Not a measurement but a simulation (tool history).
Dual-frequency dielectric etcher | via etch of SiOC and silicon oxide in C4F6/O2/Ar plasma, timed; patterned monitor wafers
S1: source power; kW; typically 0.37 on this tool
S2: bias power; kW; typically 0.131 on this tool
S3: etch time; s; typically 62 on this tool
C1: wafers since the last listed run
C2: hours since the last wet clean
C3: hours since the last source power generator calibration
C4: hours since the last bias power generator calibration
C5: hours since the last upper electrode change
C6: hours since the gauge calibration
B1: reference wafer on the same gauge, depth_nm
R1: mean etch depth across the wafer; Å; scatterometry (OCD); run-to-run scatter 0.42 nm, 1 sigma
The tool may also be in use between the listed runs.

{"run": 1, "day": 0.0, "S1": 0.42, "S2": 0.131, "S3": 62, "C1": 0, "C2": 81.4, "C3": 1459.8, "C4": 55.4, "C5": 3202.4, "C6": 311.8, "B1": 59.2, "R1": 629}
{"run": 2, "day": 0.592, "S1": 0.37, "S2": 0.151, "S3": 52.5, "C1": 138, "C2": 95.6, "C3": 1474, "C4": 69.6, "C5": 3216.6, "C6": 326, "B1": 59.2, "R1": 519}
{"run": 3, "day": 1.333, "S1": 0.37, "S2": 0.131, "S3": 66.5, "C1": 173, "C2": 113.4, "C3": 1491.8, "C4": 87.4, "C5": 3234.4, "C6": 343.8, "B1": 59.2, "R1": 646}
{"run": 4, "day": 1.917, "S1": 0.37, "S2": 0.131, "S3": 66.5, "C1": 136, "C2": 127.4, "C3": 1505.8, "C4": 101.4, "C5": 3248.4, "C6": 357.8, "B1": 59.3, "R1": 645}
{"run": 5, "day": 2.475, "S1": 0.34, "S2": 0.147, "S3": 44, "C1": 130, "C2": 140.8, "C3": 1519.2, "C4": 114.8, "C5": 3261.8, "C6": 371.2, "B1": 59.2, "R1": 420}
{"run": 6, "day": 3.175, "S1": 0.37, "S2": 0.131, "S3": 62, "C1": 163, "C2": 157.6, "C3": 1536, "C4": 131.6, "C5": 3278.6, "C6": 388, "B1": 59.2, "R1": 597}
{"run": 7, "day": 3.717, "S1": 0.37, "S2": 0.131, "S3": 62, "C1": 126, "C2": 170.6, "C3": 1549, "C4": 144.6, "C5": 3291.6, "C6": 401, "B1": 59.2, "R1": 590}
{"run": 8, "day": 3.988, "S1": 0.4, "S2": 0.131, "S3": 56.5, "C1": 63, "C2": 177.1, "C3": 1555.5, "C4": 151.1, "C5": 3298.1, "C6": 407.5, "B1": 59.1, "R1": 552}
{"run": 9, "day": 4.362, "S1": 0.4, "S2": 0.122, "S3": 62, "C1": 87, "C2": 186.1, "C3": 1564.5, "C4": 160.1, "C5": 3307.1, "C6": 416.5, "B1": 59.3, "R1": 602}
{"day": 5.433, "done": "upper electrode replaced, of another model than before"}
{"run": 10, "day": 5.454, "S1": 0.42, "S2": 0.131, "S3": 62, "C1": 21, "C2": 212.3, "C3": 1590.7, "C4": 186.3, "C5": 0.5, "C6": 442.7, "B1": 59.1, "R1": 614}
{"run": 11, "day": 5.583, "S1": 0.29, "S2": 0.131, "S3": 54, "C1": 30, "C2": 215.4, "C3": 1593.8, "C4": 189.4, "C5": 3.6, "C6": 445.8, "B1": 59.2, "R1": 488}
{"run": 12, "day": 6.142, "S1": 0.4, "S2": 0.108, "S3": 62, "C1": 130, "C2": 228.8, "C3": 1607.2, "C4": 202.8, "C5": 17, "C6": 459.2, "B1": 59.1, "R1": 577}
{"run": 13, "day": 6.808, "S1": 0.37, "S2": 0.131, "S3": 62, "C1": 156, "C2": 244.8, "C3": 1623.2, "C4": 218.8, "C5": 33, "C6": 475.2, "B1": 59.3, "R1": 588}
{"day": 6.896, "done": "gauge calibrated"}
{"run": 14, "day": 7.062, "S1": 0.37, "S2": 0.131, "S3": 62, "C1": 59, "C2": 250.9, "C3": 1629.3, "C4": 224.9, "C5": 39.1, "C6": 4, "B1": 59.2, "R1": 582}
{"day": 7.267, "done": "source power generator calibrated"}
{"run": 15, "day": 7.704, "S1": 0.37, "S2": 0.099, "S3": 62, "C1": 111, "C2": 266.3, "C3": 10.5, "C4": 240.3, "C5": 54.5, "C6": 19.4, "B1": 59.2, "R1": 550}
{"run": 16, "day": 8.304, "S1": 0.37, "S2": 0.131, "S3": 52.5, "C1": 140, "C2": 280.7, "C3": 24.9, "C4": 254.7, "C5": 68.9, "C6": 33.8, "B1": 59.3, "R1": 502}
{"run": 17, "day": 8.971, "S1": 0.42, "S2": 0.145, "S3": 48.5, "C1": 156, "C2": 296.7, "C3": 40.9, "C4": 270.7, "C5": 84.9, "C6": 49.8, "B1": 59.3, "R1": 480}
{"run": 18, "day": 9.362, "S1": 0.41, "S2": 0.099, "S3": 71, "C1": 91, "C2": 306.1, "C3": 50.3, "C4": 280.1, "C5": 94.3, "C6": 59.2, "B1": 59.2, "R1": 648}
{"run": 19, "day": 9.758, "S1": 0.33, "S2": 0.131, "S3": 62, "C1": 92, "C2": 315.6, "C3": 59.8, "C4": 289.6, "C5": 103.8, "C6": 68.7, "B1": 59.2, "R1": 565}
{"run": 20, "day": 10.038, "S1": 0.41, "S2": 0.122, "S3": 70, "C1": 65, "C2": 322.3, "C3": 66.5, "C4": 296.3, "C5": 110.5, "C6": 75.4, "B1": 59.2, "R1": 656}
{"run": 21, "day": 12.033, "S1": 0.37, "S2": 0.131, "S3": 62, "C1": 467, "C2": 370.2, "C3": 114.4, "C4": 344.2, "C5": 158.4, "C6": 123.3, "B1": 59.2, "R1": 572}
{"run": 22, "day": 12.3, "S1": 0.33, "S2": 0.104, "S3": 62, "C1": 62, "C2": 376.6, "C3": 120.8, "C4": 350.6, "C5": 164.8, "C6": 129.7, "B1": 59.1, "R1": 534}
{"run": 23, "day": 12.654, "S1": 0.37, "S2": 0.131, "S3": 62, "C1": 82, "C2": 385.1, "C3": 129.3, "C4": 359.1, "C5": 173.3, "C6": 138.2, "B1": 59.3, "R1": 582}
{"day": 13.7, "done": "wet clean of the chamber"}
{"run": 24, "day": 13.721, "S1": 0.41, "S2": 0.147, "S3": 77, "C1": 15, "C2": 0.5, "C3": 154.9, "C4": 384.7, "C5": 198.9, "C6": 163.8, "B1": 59.3, "R1": 819}
{"run": 25, "day": 13.971, "S1": 0.37, "S2": 0.131, "S3": 53.5, "C1": 58, "C2": 6.5, "C3": 160.9, "C4": 390.7, "C5": 204.9, "C6": 169.8, "B1": 59.3, "R1": 529}
{"run": 26, "day": 14.629, "S1": 0.39, "S2": 0.159, "S3": 45, "C1": 154, "C2": 22.3, "C3": 176.7, "C4": 406.5, "C5": 220.7, "C6": 185.6, "B1": 59.2, "R1": 472}
{"run": 27, "day": 15.229, "S1": 0.37, "S2": 0.131, "S3": 62, "C1": 140, "C2": 36.7, "C3": 191.1, "C4": 420.9, "C5": 235.1, "C6": 200, "B1": 59.3, "R1": 618}
{"run": 28, "day": 15.925, "S1": 0.44, "S2": 0.146, "S3": 77.5, "C1": 162, "C2": 53.4, "C3": 207.8, "C4": 437.6, "C5": 251.8, "C6": 216.7, "B1": 59.2, "R1": 829}
{"run": 29, "day": 16.517, "S1": 0.43, "S2": 0.131, "S3": 62, "C1": 138, "C2": 67.6, "C3": 222, "C4": 451.8, "C5": 266, "C6": 230.9, "B1": 59.2, "R1": 636}

Below are 5 alternative next runs, each starting from the tool's condition after run 29. Predict each:
{"run": "A", "day": 16.533, "S1": 0.32, "S2": 0.131, "S3": 62, "C1": 3, "C2": 68, "C3": 222.4, "C4": 452.2, "C5": 266.4, "C6": 231.3, "B1": "?", "R1": "?"}
{"run": "B", "day": 16.533, "S1": 0.41, "S2": 0.131, "S3": 62, "C1": 3, "C2": 68, "C3": 222.4, "C4": 452.2, "C5": 266.4, "C6": 231.3, "B1": "?", "R1": "?"}
{"run": "C", "day": 16.533, "S1": 0.37, "S2": 0.15, "S3": 74.5, "C1": 3, "C2": 68, "C3": 222.4, "C4": 452.2, "C5": 266.4, "C6": 231.3, "B1": "?", "R1": "?"}
{"run": "D", "day": 16.533, "S1": 0.3, "S2": 0.115, "S3": 56.5, "C1": 3, "C2": 68, "C3": 222.4, "C4": 452.2, "C5": 266.4, "C6": 231.3, "B1": "?", "R1": "?"}
{"run": "E", "day": 16.533, "S1": 0.34, "S2": 0.118, "S3": 76, "C1": 3, "C2": 68, "C3": 222.4, "C4": 452.2, "C5": 266.4, "C6": 231.3, "B1": "?", "R1": "?"}

run=A B1=59.3 R1=593
run=B B1=59.3 R1=628
run=C B1=59.3 R1=761
run=D B1=59.3 R1=517
run=E B1=59.3 R1=720
Without the tool's unlogged condition, the same runs would have read:
run=A R1=592
run=B R1=627
run=C R1=760
run=D R1=517
run=E R1=718

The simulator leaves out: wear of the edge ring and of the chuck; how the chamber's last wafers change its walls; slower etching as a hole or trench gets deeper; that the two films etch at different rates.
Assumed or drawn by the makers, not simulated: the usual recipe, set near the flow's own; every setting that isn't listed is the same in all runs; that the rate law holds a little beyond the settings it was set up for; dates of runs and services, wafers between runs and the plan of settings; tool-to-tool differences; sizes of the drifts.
